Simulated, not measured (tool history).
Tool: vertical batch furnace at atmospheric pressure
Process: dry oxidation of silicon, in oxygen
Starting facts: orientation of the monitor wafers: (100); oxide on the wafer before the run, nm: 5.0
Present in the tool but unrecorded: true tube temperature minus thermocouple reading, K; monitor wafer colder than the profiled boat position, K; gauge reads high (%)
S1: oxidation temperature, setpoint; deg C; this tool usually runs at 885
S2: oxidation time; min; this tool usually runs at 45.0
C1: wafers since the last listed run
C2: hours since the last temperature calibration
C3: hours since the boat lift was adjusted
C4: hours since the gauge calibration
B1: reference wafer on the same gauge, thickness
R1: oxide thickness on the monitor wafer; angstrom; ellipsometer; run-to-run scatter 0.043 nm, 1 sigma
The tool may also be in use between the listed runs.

| run | day | S1 | S2 | C1 | C2 | C3 | C4 | B1 | R1 |
|---|---|---|---|---|---|---|---|---|---|
| 1 | 0.000 | 885 | 45.0 | 0 | 1564.5 | 4985.6 | 413.1 | 17.40 | 156.5 |
| 2 | 0.817 | 885 | 45.0 | 202 | 1584.1 | 5005.2 | 432.7 | 17.39 | 155.6 |
| 3 | 2.071 | 885 | 45.0 | 310 | 1614.2 | 5035.3 | 462.8 | 17.42 | 156.1 |
| 4 | 3.375 | 885 | 45.0 | 322 | 1645.5 | 5066.6 | 494.1 | 17.40 | 156.6 |
| 5 | 4.446 | 901 | 45.0 | 265 | 1671.2 | 5092.3 | 519.8 | 17.39 | 179.7 |
| 6 | 5.646 | 901 | 45.0 | 297 | 1700.0 | 5121.1 | 548.6 | 17.40 | 179.5 |
| 7 | 6.192 | 891 | 57.0 | 135 | 1713.1 | 5134.2 | 561.7 | 17.39 | 186.7 |
| 8 | 7.071 | 891 | 57.0 | 217 | 1734.2 | 5155.3 | 582.8 | 17.41 | 187.2 |
| 9 | 7.754 | 891 | 57.0 | 169 | 1750.6 | 5171.7 | 599.2 | 17.40 | 188.1 |
| 10 | 8.683 | 885 | 45.0 | 230 | 1772.9 | 5194.0 | 621.5 | 17.39 | 156.0 |
|  | 10.283 | boat lift adjusted |
| 11 | 10.304 | 885 | 45.0 | 153 | 1811.8 | 0.5 | 660.4 | 17.40 | 157.6 |
| 12 | 10.479 | 885 | 45.0 | 43 | 1816.0 | 4.7 | 664.6 | 17.38 | 157.2 |
| 13 | 11.200 | 891 | 57.0 | 178 | 1833.3 | 22.0 | 681.9 | 17.41 | 189.0 |
| 14 | 11.896 | 885 | 45.0 | 172 | 1850.0 | 38.7 | 698.6 | 17.39 | 155.8 |
| 15 | 12.742 | 901 | 58.0 | 209 | 1870.3 | 59.0 | 718.9 | 17.40 | 208.4 |
|  | 13.875 | gauge calibrated |
| 16 | 14.017 | 863 | 29.0 | 315 | 1900.9 | 89.6 | 3.4 | 17.39 | 104.9 |
| 17 | 15.329 | 879 | 45.0 | 324 | 1932.4 | 121.1 | 34.9 | 17.39 | 149.2 |
|  | 17.312 | thermocouples replaced and temperature profile calibrated |
| 18 | 17.333 | 898 | 23.0 | 248 | 0.5 | 169.2 | 83.0 | 17.40 | 117.9 |
| 19 | 17.508 | 909 | 56.5 | 43 | 4.7 | 173.4 | 87.2 | 17.38 | 209.0 |
| 20 | 17.929 | 906 | 51.5 | 104 | 14.8 | 183.5 | 97.3 | 17.41 | 193.7 |
| 21 | 19.200 | 875 | 24.5 | 314 | 45.3 | 214.0 | 127.8 | 17.40 | 101.8 |
| 22 | 20.138 | 891 | 57.0 | 232 | 67.8 | 236.5 | 150.3 | 17.41 | 179.7 |
| 23 | 21.025 | 885 | 45.0 | 219 | 89.1 | 257.8 | 171.6 | 17.40 | 150.6 |
| 24 | 25.404 | 885 | 45.0 | 1084 | 194.2 | 362.9 | 276.7 | 17.40 | 151.4 |
| 25 | 26.379 | 885 | 33.0 | 241 | 217.6 | 386.3 | 300.1 | 17.42 | 127.7 |

Below are 3 alternative next runs, each starting from the tool's condition after run 25. Predict each:
| A | 26.558 | 885 | 66.5 | 44 | 221.9 | 390.6 | 304.4 | ? | ? |
| B | 26.558 | 897 | 60.5 | 44 | 221.9 | 390.6 | 304.4 | ? | ? |
| C | 26.558 | 862 | 38.0 | 44 | 221.9 | 390.6 | 304.4 | ? | ? |

| run | B1 | R1 |
|---|---|---|
| A | 17.38 | 186.6 |
| B | 17.38 | 196.7 |
| C | 17.38 | 113.6 |
Had the tool no hidden state, the same runs would have come out as:
| run | R1 |
|---|---|
| A | 185.6 |
| B | 195.7 |
| C | 113.1 |
